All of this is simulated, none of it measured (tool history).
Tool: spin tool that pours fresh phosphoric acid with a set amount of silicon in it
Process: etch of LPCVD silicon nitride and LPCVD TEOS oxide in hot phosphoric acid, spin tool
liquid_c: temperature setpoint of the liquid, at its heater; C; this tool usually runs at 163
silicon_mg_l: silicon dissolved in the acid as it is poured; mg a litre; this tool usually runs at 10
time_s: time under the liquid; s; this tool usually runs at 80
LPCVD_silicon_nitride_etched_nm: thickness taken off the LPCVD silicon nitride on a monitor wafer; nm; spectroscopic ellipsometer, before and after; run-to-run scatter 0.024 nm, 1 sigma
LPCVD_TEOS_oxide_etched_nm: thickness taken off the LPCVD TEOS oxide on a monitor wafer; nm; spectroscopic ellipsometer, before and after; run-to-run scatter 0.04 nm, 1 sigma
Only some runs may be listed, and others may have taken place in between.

run,hour,liquid_c,silicon_mg_l,time_s,"read-back film thickness of the LPCVD silicon nitride reference wafer, read on the same gauge (nm)","read-back film thickness of the LPCVD TEOS oxide reference wafer, read on the same gauge (nm)",LPCVD_silicon_nitride_etched_nm,LPCVD_TEOS_oxide_etched_nm
1,0,163,10,80,50,80.02,6.38,0.65
2,103.8,163.5,10,95,50.03,80.009,7.77,0.706
3,301.2,163,15.5,120,49.99,79.953,9.63,0.804
4,353.6,163,10,80,50.06,80.036,6.45,0.654
5,446.9,163,4,80,50.03,80.058,6.3,0.586
6,619.2,161.5,10,80,50,79.977,5.98,0.409
7,656.3,164,12.5,50,49.99,79.963,4.07,0.349
8,739.5,161,10,50,49.96,80.015,3.67,0.261
9,779.3,160.5,10,80,50.05,79.964,5.85,0.415
10,845.6,165.5,13.5,45,49.98,80.015,3.84,0.342
11,919.2,165,15,80,50.03,79.988,6.76,0.592
12,1023.9,161,10,110,50.04,79.977,8.11,0.69
13,1117.7,160.5,3.5,45,49.96,80.02,3.29,0.267
14,1196.6,163,10,80,49.97,79.976,6.32,0.597
15,1259.1,162,14.5,60,49.99,80.009,4.61,0.313
16,1310.8,163,10,115,49.98,80.008,9.12,0.774
17,1358.4,161.5,10,45,50.01,80.008,3.39,0.269
18,1439.6,164.5,17.5,110,50.03,80.019,9.17,0.706
19,1480.5,163,4.5,70,49.99,79.981,5.59,0.566
20,1547.9,160,10,80,49.96,80.008,5.78,0.39
21,1591.1,163,10,80,49.98,79.976,6.37,0.608

Not shown here: 4 entries made in the log between runs. Locate each between two listed runs and compare the hidden state at the listed run before it with the hidden state at the listed run after it:
Runs 1 to 2: dissolved silicon flow meter replaced (hour 47.6)
  liquid hotter than its thermometer reads (K): 0.681 -> 0.719
  what was measured, less what the result would be without the hidden state, LPCVD_silicon_nitride_etched_nm: +0.14 -> +0.18 nm; LPCVD_TEOS_oxide_etched_nm: +0.031 -> +0.036 nm
Runs 4 to 5: thermometer replaced (hour 410.4)
  liquid hotter than its thermometer reads (K): 0.811 -> 0.0608
  what was measured, less what the result would be without the hidden state, LPCVD_silicon_nitride_etched_nm: +0.17 -> +0.02 nm; LPCVD_TEOS_oxide_etched_nm: +0.038 -> +0.003 nm
Runs 10 to 11: heated supply line repaired (hour 889.6)
  liquid hotter than its thermometer reads (K): 0.208 -> 0.235
  what was measured, less what the result would be without the hidden state, LPCVD_silicon_nitride_etched_nm: +0.03 -> +0.05 nm; LPCVD_TEOS_oxide_etched_nm: +0.005 -> +0.01 nm
Runs 11 to 12: gauge calibrated (hour 965.3)
  liquid hotter than its thermometer reads (K): 0.235 -> 0.274
  what was measured, less what the result would be without the hidden state, LPCVD_silicon_nitride_etched_nm: +0.05 -> +0.08 nm; LPCVD_TEOS_oxide_etched_nm: +0.01 -> +0.014 nm

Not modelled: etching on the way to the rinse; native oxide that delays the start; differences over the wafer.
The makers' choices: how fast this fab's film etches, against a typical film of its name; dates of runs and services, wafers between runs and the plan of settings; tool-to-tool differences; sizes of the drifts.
